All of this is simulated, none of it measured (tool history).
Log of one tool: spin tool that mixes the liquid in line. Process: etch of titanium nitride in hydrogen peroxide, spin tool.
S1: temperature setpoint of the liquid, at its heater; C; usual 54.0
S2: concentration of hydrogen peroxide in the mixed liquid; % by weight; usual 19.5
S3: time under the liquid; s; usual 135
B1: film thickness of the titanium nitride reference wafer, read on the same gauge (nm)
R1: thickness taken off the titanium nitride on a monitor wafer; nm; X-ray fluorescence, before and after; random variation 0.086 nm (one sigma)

run	hour	S1	S2	S3	B1	R1
1	0.0	54.0	21.5	135	140.02	9.38
2	23.5	54.0	21.5	135	140.00	9.39
3	53.3	54.0	21.5	135	139.99	9.26
4	68.4	54.0	19.5	135	139.99	9.05
5	98.4	57.0	19.5	80	140.02	6.60
6	114.6	57.0	19.5	80	139.99	6.56
7	148.1	60.5	19.5	135	139.99	14.10
8	160.4	60.5	19.5	135	139.97	13.98
9	186.3	52.0	19.5	135	139.99	7.75
10	210.7	52.0	19.5	135	139.99	8.53
11	244.3	63.0	17.0	170	140.01	22.28
12	272.9	51.0	23.5	135	140.01	8.24
13	304.9	60.5	19.5	60	140.01	6.79
14	331.0	57.0	19.5	135	140.01	11.92
15	390.0	54.0	21.5	135	139.99	9.89
16	418.7	54.0	19.5	200	140.02	14.19
17	432.4	54.0	25.0	60	140.00	4.49
18	463.4	60.5	19.5	135	139.99	14.87
19	487.1	54.0	19.5	200	139.99	14.07
20	508.6	46.0	16.5	135	139.99	5.12

Not shown: 5 entries that the log had between the listed runs. Between which runs, and how does the tool's hidden state differ before and after?
Between runs 9 and 10: thermometer replaced (hour 208.2)
  liquid colder than its thermometer reads (K): 1.71 -> 0.229
  measured less the result without the state, R1: -1.01 -> -0.14 nm
Between runs 12 and 13: peroxide flow meter replaced (hour 277.0); new drum of peroxide connected (hour 303.2)
  liquid colder than its thermometer reads (K): 0.368 -> 0.439
  measured less the result without the state, R1: -0.22 -> -0.20 nm
Between runs 13 and 14: gauge calibrated (hour 307.6)
  liquid colder than its thermometer reads (K): 0.439 -> 0.497
  measured less the result without the state, R1: -0.20 -> -0.42 nm
Between runs 14 and 15: heated supply line repaired (hour 386.3)
  liquid colder than its thermometer reads (K): 0.497 -> 0.628
  measured less the result without the state, R1: -0.42 -> -0.45 nm
